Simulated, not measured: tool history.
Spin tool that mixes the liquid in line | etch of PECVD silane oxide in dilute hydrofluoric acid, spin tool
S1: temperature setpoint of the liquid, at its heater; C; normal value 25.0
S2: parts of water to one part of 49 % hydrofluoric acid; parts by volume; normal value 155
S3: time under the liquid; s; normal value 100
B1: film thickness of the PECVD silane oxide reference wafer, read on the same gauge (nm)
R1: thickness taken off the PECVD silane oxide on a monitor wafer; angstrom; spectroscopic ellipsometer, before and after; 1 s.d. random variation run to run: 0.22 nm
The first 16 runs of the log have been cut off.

| run | hour | S1 | S2 | S3 | B1 | R1 |
|---|---|---|---|---|---|---|
| 17 | 485.6 | 20.5 | 155 | 100 | 119.99 | 290.0 |
| 18 | 504.7 | 23.0 | 105 | 115 | 120.00 | 565.4 |
| 19 | 521.3 | 25.0 | 155 | 100 | 119.98 | 344.0 |
| 20 | 554.0 | 29.5 | 95 | 120 | 119.99 | 845.4 |
| 21 | 584.3 | 25.0 | 155 | 75 | 120.01 | 255.6 |
| 22 | 613.7 | 25.0 | 155 | 100 | 120.01 | 341.5 |
| 23 | 627.3 | 29.5 | 185 | 125 | 120.00 | 405.9 |
| 24 | 643.7 | 25.0 | 155 | 100 | 119.99 | 343.9 |
| 25 | 672.3 | 21.5 | 155 | 100 | 120.00 | 295.9 |
| 26 | 702.8 | 29.5 | 195 | 135 | 119.99 | 410.7 |
| 27 | 735.5 | 23.0 | 205 | 70 | 120.00 | 156.9 |
| 28 | 761.8 | 25.0 | 195 | 100 | 119.98 | 255.3 |
| 29 | 793.8 | 25.0 | 155 | 75 | 120.00 | 252.5 |
| 30 | 813.5 | 25.0 | 155 | 100 | 120.00 | 334.8 |
| 31 | 835.4 | 21.0 | 155 | 100 | 119.98 | 288.2 |
| 32 | 847.8 | 25.0 | 155 | 100 | 119.99 | 337.1 |
| 33 | 880.4 | 22.5 | 80 | 65 | 119.98 | 417.3 |
| 34 | 895.7 | 25.0 | 190 | 130 | 120.01 | 340.4 |

Here are 3 independent what-if runs from the current tool condition. What would each one return?
| A | 896.1 | 25.0 | 155 | 50 | ? | ? |
| B | 896.1 | 30.0 | 110 | 100 | ? | ? |
| C | 896.1 | 23.0 | 110 | 80 | ? | ? |

| run | B1 | R1 |
|---|---|---|
| A | 120.00 | 167.7 |
| B | 120.00 | 603.8 |
| C | 120.00 | 368.1 |
The same runs, with their run-to-run variation unchanged, on a tool lacking any hidden condition would have given:
| run | R1 |
|---|---|
| A | 175.1 |
| B | 630.1 |
| C | 385.2 |
